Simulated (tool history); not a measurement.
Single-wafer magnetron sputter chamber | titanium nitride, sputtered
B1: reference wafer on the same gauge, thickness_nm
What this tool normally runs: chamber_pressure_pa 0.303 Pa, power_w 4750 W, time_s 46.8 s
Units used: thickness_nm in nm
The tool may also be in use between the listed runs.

{"run": 1, "hour": 0.0, "chamber_pressure_pa": 0.303, "power_w": 4750, "time_s": 46.8, "B1": 33.756, "thickness_nm": 42.464}
{"run": 2, "hour": 25.7, "chamber_pressure_pa": 0.303, "power_w": 4750, "time_s": 46.8, "B1": 33.804, "thickness_nm": 42.147}
{"run": 3, "hour": 77.4, "chamber_pressure_pa": 0.303, "power_w": 4750, "time_s": 46.8, "B1": 33.778, "thickness_nm": 42.019}
{"hour": 140.1, "done": "gauge calibrated"}
{"run": 4, "hour": 253.2, "chamber_pressure_pa": 0.303, "power_w": 4750, "time_s": 46.8, "B1": 33.786, "thickness_nm": 42.505}
{"run": 5, "hour": 291.0, "chamber_pressure_pa": 0.303, "power_w": 4750, "time_s": 46.8, "B1": 33.843, "thickness_nm": 42.256}
{"run": 6, "hour": 319.0, "chamber_pressure_pa": 0.303, "power_w": 4750, "time_s": 46.8, "B1": 33.816, "thickness_nm": 42.257}
{"hour": 336.9, "done": "sputter target and shields replaced"}
{"run": 7, "hour": 385.8, "chamber_pressure_pa": 0.271, "power_w": 4750, "time_s": 46.8, "B1": 33.805, "thickness_nm": 42.457}
{"run": 8, "hour": 455.3, "chamber_pressure_pa": 0.252, "power_w": 4750, "time_s": 46.8, "B1": 33.819, "thickness_nm": 42.421}
{"run": 9, "hour": 508.3, "chamber_pressure_pa": 0.252, "power_w": 4750, "time_s": 46.8, "B1": 33.806, "thickness_nm": 42.889}
{"run": 10, "hour": 552.6, "chamber_pressure_pa": 0.303, "power_w": 4750, "time_s": 46.8, "B1": 33.816, "thickness_nm": 42.427}
{"run": 11, "hour": 582.2, "chamber_pressure_pa": 0.303, "power_w": 4750, "time_s": 46.8, "B1": 33.785, "thickness_nm": 41.948}
{"hour": 612.5, "done": "capacitance manometer re-zeroed and calibrated"}
{"run": 12, "hour": 616.7, "chamber_pressure_pa": 0.303, "power_w": 4750, "time_s": 46.8, "B1": 33.761, "thickness_nm": 41.903}
{"run": 13, "hour": 666.4, "chamber_pressure_pa": 0.382, "power_w": 4750, "time_s": 46.8, "B1": 33.814, "thickness_nm": 41.418}

Forecast run 14:
{"hour": 681.2, "done": "sputter target and shields replaced"}
{"run": 14, "hour": 724.3, "chamber_pressure_pa": 0.303, "power_w": 5650, "time_s": 46.8, "B1": "?", "thickness_nm": "?"}

B1: 33.811
thickness_nm: 49.608 nm
Take away the tool's hidden state, keep the run-to-run variation as it was, and the same run would have given thickness_nm 49.608 nm.
